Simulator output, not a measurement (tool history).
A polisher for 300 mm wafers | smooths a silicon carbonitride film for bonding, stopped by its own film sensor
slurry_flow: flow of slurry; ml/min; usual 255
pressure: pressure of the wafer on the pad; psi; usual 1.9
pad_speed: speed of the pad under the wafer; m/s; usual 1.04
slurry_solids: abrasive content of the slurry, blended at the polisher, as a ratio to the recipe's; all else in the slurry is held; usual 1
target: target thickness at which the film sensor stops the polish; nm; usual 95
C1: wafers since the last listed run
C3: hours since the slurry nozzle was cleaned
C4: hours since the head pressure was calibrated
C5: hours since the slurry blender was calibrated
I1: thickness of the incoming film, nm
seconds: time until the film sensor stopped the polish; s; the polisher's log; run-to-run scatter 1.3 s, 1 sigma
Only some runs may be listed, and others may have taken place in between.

Run 1, day 0: usual settings; C1 0; wafers polished on this pad 2022; C3 346.7; C4 68.2; C5 483.2; I1 109.4. Result: seconds 73.7 s.
Run 2, day 3.617: usual settings but slurry_solids 0.95; C1 455; wafers polished on this pad 2478; C3 433.5; C4 155; C5 570; I1 109.4. Result: seconds 77.8 s.
At day 6.183: slurry blender recalibrated.
Run 3, day 6.204: usual settings; C1 315; wafers polished on this pad 2794; C3 495.6; C4 217.1; C5 0.5; I1 108.8. Result: seconds 67.3 s.
Run 4, day 8.275: usual settings; C1 261; wafers polished on this pad 3055; C3 545.3; C4 266.8; C5 50.2; I1 111.7. Result: seconds 79.8 s.
At day 9.008: slurry nozzle cleaned.
At day 9.842: worn pad replaced by a new one.
Run 5, day 10.2: usual settings; C1 216; wafers polished on this pad 45; C3 28.6; C4 313; C5 96.4; I1 108.1. Result: seconds 64.5 s.
Run 6, day 11.908: usual settings but pressure 2.1 psi; C1 215; wafers polished on this pad 260; C3 69.6; C4 354; C5 137.4; I1 108.5. Result: seconds 59.4 s.
Run 7, day 15.542: usual settings but pressure 2.1 psi; C1 458; wafers polished on this pad 718; C3 156.8; C4 441.2; C5 224.6; I1 111.5. Result: seconds 72.4 s.
Run 8, day 23.138: usual settings but target 93 nm; C1 957; wafers polished on this pad 1676; C3 339.1; C4 623.5; C5 406.9; I1 108.9. Result: seconds 80.7 s.
Run 9, day 25.571: usual settings but pressure 1.5 psi, pad_speed 0.76 m/s, slurry_solids 1.2, target 97 nm; C1 306; wafers polished on this pad 1983; C3 397.5; C4 681.9; C5 465.3; I1 110. Result: seconds 96.7 s.
Run 10, day 29.521: usual settings but slurry_flow 185 ml/min, pad_speed 1.18 m/s, target 92 nm; C1 497; wafers polished on this pad 2481; C3 492.3; C4 776.7; C5 560.1; I1 109.4. Result: seconds 82.2 s.
At day 29.717: slurry blender recalibrated.
Run 11, day 33.688: usual settings but slurry_flow 295 ml/min, pressure 2.3 psi, slurry_solids 0.9; C1 514; wafers polished on this pad 2995; C3 592.3; C4 876.7; C5 95.3; I1 111.4. Result: seconds 72.4 s.
Run 12, day 35.579: usual settings; C1 238; wafers polished on this pad 3234; C3 637.7; C4 922.1; C5 140.7; I1 109.8. Result: seconds 73.6 s.
At day 36.504: slurry nozzle cleaned.
At day 36.662: worn pad replaced by a new one.
Run 13, day 37.333: usual settings; C1 196; wafers polished on this pad 84; C3 19.9; C4 964.2; C5 182.8; I1 109.2. Result: seconds 71.2 s.
At day 38.421: head pressure recalibrated.
Run 14, day 40.5: usual settings but slurry_solids 1.15; C1 388; wafers polished on this pad 473; C3 95.9; C4 49.9; C5 258.8; I1 109.5. Result: seconds 67.4 s.
Run 15, day 42.783: usual settings but pad_speed 1.26 m/s, target 97 nm; C1 287; wafers polished on this pad 761; C3 150.7; C4 104.7; C5 313.6; I1 111.4. Result: seconds 61.7 s.
Run 16, day 44.371: usual settings; C1 200; wafers polished on this pad 961; C3 188.8; C4 142.8; C5 351.7; I1 108.5. Result: seconds 67.1 s.
Run 17, day 48.379: usual settings but pad_speed 1.22 m/s; C1 505; wafers polished on this pad 1466; C3 285; C4 239; C5 447.9; I1 111. Result: seconds 70.7 s.
Run 18, day 54.025: usual settings but slurry_flow 310 ml/min, pad_speed 0.7 m/s, slurry_solids 1.3; C1 711; wafers polished on this pad 2178; C3 420.5; C4 374.5; C5 583.4; I1 108.4. Result: seconds 85.8 s.
Run 19, day 57.892: usual settings but pressure 1.4 psi, pad_speed 0.86 m/s, target 98 nm; C1 487; wafers polished on this pad 2665; C3 513.3; C4 467.3; C5 676.2; I1 112.2. Result: seconds 118.2 s.
At day 59.125: slurry blender recalibrated.
At day 59.4: slurry nozzle cleaned.
Run 20, day 59.771: usual settings but target 92 nm; C1 221; wafers polished on this pad 2886; C3 8.9; C4 512.4; C5 15.5; I1 110. Result: seconds 87.9 s.
At day 61.892: worn pad replaced by a new one.
Run 21, day 64.067: usual settings but pressure 2.1 psi, pad_speed 0.7 m/s, slurry_solids 1.3; C1 520; wafers polished on this pad 274; C3 112; C4 615.5; C5 118.6; I1 111.3. Result: seconds 90.6 s.
Run 22, day 65.629: usual settings but slurry_flow 200 ml/min, pad_speed 1.26 m/s, slurry_solids 0.9, target 90 nm; C1 196; wafers polished on this pad 471; C3 149.5; C4 653; C5 156.1; I1 112. Result: seconds 96 s.
Run 23, day 67.754: usual settings; C1 267; wafers polished on this pad 738; C3 200.5; C4 704; C5 207.1; I1 108.7. Result: seconds 65.8 s.
Run 24, day 69.596: usual settings but slurry_flow 205 ml/min, pad_speed 0.94 m/s; C1 232; wafers polished on this pad 971; C3 244.7; C4 748.2; C5 251.3; I1 110.2. Result: seconds 82.3 s.
At day 70.054: head pressure recalibrated.
Run 25, day 72.246: usual settings; C1 323; wafers polished on this pad 1294; C3 308.3; C4 52.6; C5 314.9; I1 108. Result: seconds 64.9 s.
Run 26, day 75.096: usual settings but target 91 nm; C1 359; wafers polished on this pad 1654; C3 376.7; C4 121; C5 383.3; I1 112.2. Result: seconds 111.2 s.
Run 27, day 78.804: usual settings but slurry_flow 195 ml/min, pad_speed 1.28 m/s, slurry_solids 1.15, target 100 nm; C1 467; wafers polished on this pad 2121; C3 465.7; C4 210; C5 472.3; I1 109.7. Result: seconds 40.5 s.
Run 28, day 83.254: usual settings but pressure 2.2 psi, target 98 nm; C1 561; wafers polished on this pad 2682; C3 572.5; C4 316.8; C5 579.1; I1 109. Result: seconds 51.8 s.
At day 84.033: slurry nozzle cleaned.
At day 84.238: worn pad replaced by a new one.
Run 29, day 84.958: usual settings but slurry_flow 305 ml/min, pad_speed 1.24 m/s; C1 188; wafers polished on this pad 91; C3 22.2; C4 357.7; C5 620; I1 111.2. Result: seconds 76.7 s.

Forecast each of these 5 alternatives for the next run:
Run A, day 84.975: usual settings but pad_speed 1.18 m/s; C1 2; wafers polished on this pad 93; C3 22.6; C4 358.1; C5 620.4; I1 109.1. Result: seconds ?.
Run B, day 84.975: usual settings but slurry_solids 0.75; C1 2; wafers polished on this pad 93; C3 22.6; C4 358.1; C5 620.4; I1 109.1. Result: seconds ?.
Run C, day 84.975: usual settings but slurry_flow 300 ml/min, target 91 nm; C1 2; wafers polished on this pad 93; C3 22.6; C4 358.1; C5 620.4; I1 109.1. Result: seconds ?.
Run D, day 84.975: usual settings but pressure 1.3 psi; C1 2; wafers polished on this pad 93; C3 22.6; C4 358.1; C5 620.4; I1 109.1. Result: seconds ?.
Run E, day 84.975: usual settings but pad_speed 0.74 m/s, slurry_solids 1.15; C1 2; wafers polished on this pad 93; C3 22.6; C4 358.1; C5 620.4; I1 109.1. Result: seconds ?.

run  seconds
  A     67.2
  B     87.1
  C     94.3
  D    100.5
  E     91.1
Take away the tool's hidden state, keep each run's random variation, and the runs would have read:
run  seconds
  A     60.3
  B     76.9
  C     84.6
  D     90.2
  E     82.4

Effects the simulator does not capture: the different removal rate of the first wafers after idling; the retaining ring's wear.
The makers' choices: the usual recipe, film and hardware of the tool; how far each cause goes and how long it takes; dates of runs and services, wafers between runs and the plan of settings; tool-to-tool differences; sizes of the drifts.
